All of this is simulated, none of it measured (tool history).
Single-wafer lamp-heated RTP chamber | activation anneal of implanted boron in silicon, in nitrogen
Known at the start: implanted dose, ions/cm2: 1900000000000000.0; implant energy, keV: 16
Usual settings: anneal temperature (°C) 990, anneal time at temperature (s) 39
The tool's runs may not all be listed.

| run | hour | anneal temperature (°C) | anneal time at temperature (s) | read-back reference wafer on the same gauge, sheet resistance | sheet resistance of the implanted and annealed layer (ohm/square) |
|---|---|---|---|---|---|
| 1 | 0 | 971 | 39 | 86.75 | 98.48 |
| 2 | 6.5 | 971 | 39 | 86.74 | 98.37 |
| 3 | 15.6 | 971 | 39 | 86.74 | 98.65 |
| 4 | 27.7 | 990 | 39 | 86.67 | 88.2 |
| 5 | 36 | 990 | 39 | 86.65 | 88.5 |
| 6 | 49.7 | 983 | 39 | 86.72 | 92.5 |
|  | 70 | reflector plate cleaned |
| 7 | 70.5 | 983 | 39 | 86.76 | 91.91 |
| 8 | 76 | 990 | 39 | 86.68 | 88.19 |
|  | 91 | pyrometer window cleaned and pyrometer calibrated |
| 9 | 91.5 | 1016 | 26 | 86.7 | 81.27 |
|  | 100 | gauge calibrated |
| 10 | 100.7 | 990 | 47 | 86.76 | 87.59 |
| 11 | 115.5 | 972 | 21 | 86.64 | 102.12 |
| 12 | 123.2 | 990 | 47 | 86.69 | 88.3 |
| 13 | 135.1 | 1009 | 62 | 86.73 | 79.42 |
| 14 | 142 | 982 | 46 | 86.68 | 91.68 |

3 ways to go on from here, each from the tool as it stands after run 14. What would each give?
| A | 142.4 | 973 | 39 | ? | ? |
| B | 142.4 | 1011 | 30 | ? | ? |
| C | 142.4 | 1008 | 56 | ? | ? |

| run | read-back reference wafer on the same gauge, sheet resistance | sheet resistance of the implanted and annealed layer (ohm/square) |
|---|---|---|
| A | 86.71 | 97.59 |
| B | 86.71 | 82.05 |
| C | 86.71 | 80.19 |
Without the tool's hidden state the same runs would have given:
| run | sheet resistance of the implanted and annealed layer (ohm/square) |
|---|---|
| A | 97.59 |
| B | 82.05 |
| C | 80.19 |

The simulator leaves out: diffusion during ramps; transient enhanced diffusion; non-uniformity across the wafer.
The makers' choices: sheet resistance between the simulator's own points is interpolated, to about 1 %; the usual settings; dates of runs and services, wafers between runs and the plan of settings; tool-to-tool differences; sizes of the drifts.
